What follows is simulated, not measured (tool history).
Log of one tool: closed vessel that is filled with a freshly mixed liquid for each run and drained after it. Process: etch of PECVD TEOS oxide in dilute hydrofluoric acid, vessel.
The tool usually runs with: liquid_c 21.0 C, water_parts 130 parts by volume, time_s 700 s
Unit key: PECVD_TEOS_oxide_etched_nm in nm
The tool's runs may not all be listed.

run,hour,liquid_c,water_parts,time_s,wafers since the last listed run,hours since the thermometer was replaced,hours since the hydrofluoric acid flow meter was replaced,hours since the gauge calibration,"read-back film thickness of the PECVD TEOS oxide reference wafer, read on the same gauge (nm)",PECVD_TEOS_oxide_etched_nm
1,0.0,19.5,130,700,0,2170.2,33.0,1017.6,29.97,47.13
2,68.5,19.5,130,700,3622,2238.7,101.5,1086.1,30.01,46.62
3,127.6,21.0,130,700,3125,2297.8,160.6,1145.2,30.02,49.63
4,215.6,21.0,130,700,4653,2385.8,248.6,1233.2,30.02,49.58
5,263.6,21.0,130,700,2538,2433.8,296.6,1281.2,30.00,49.41
6,360.4,21.0,130,700,5118,2530.6,393.4,1378.0,29.98,49.32
7,448.9,21.0,130,700,4679,2619.1,481.9,1466.5,30.02,49.09
# hour 522.0: gauge calibrated
8,550.0,21.0,130,700,5345,2720.2,583.0,28.0,29.99,49.54
9,621.9,21.0,130,700,3801,2792.1,654.9,99.9,30.01,49.32
10,699.0,24.0,130,305,4076,2869.2,732.0,177.0,29.99,24.33
11,761.5,18.0,155,410,3304,2931.7,794.5,239.5,30.00,21.08
12,818.6,21.0,130,400,3019,2988.8,851.6,296.6,29.98,28.25
# hour 880.8: thermometer replaced
# hour 979.0: hydrofluoric acid flow meter replaced
13,1091.4,17.0,75,290,14319,210.6,112.4,569.4,30.03,31.94
14,1197.5,17.0,100,420,5610,316.7,218.5,675.5,29.98,34.01
15,1262.8,21.0,130,700,3452,382.0,283.8,740.8,30.03,49.50
16,1328.8,21.0,85,1040,3489,448.0,349.8,806.8,30.00,118.16
17,1427.2,17.0,130,700,5203,546.4,448.2,905.2,29.97,42.34
18,1485.3,21.0,190,285,3072,604.5,506.3,963.3,30.02,13.01
19,1569.9,21.0,130,700,4473,689.1,590.9,1047.9,29.98,49.79

For each entry between runs, how does the tool's hidden state at the last listed run before it compare with that at the first listed run after it?
After run 7, before run 8: gauge calibrated (hour 522.0)
  no difference in the tool's unlogged condition between these two runs
After run 12, before run 13: thermometer replaced (hour 880.8); hydrofluoric acid flow meter replaced (hour 979.0)
  no difference in the tool's unlogged condition between these two runs
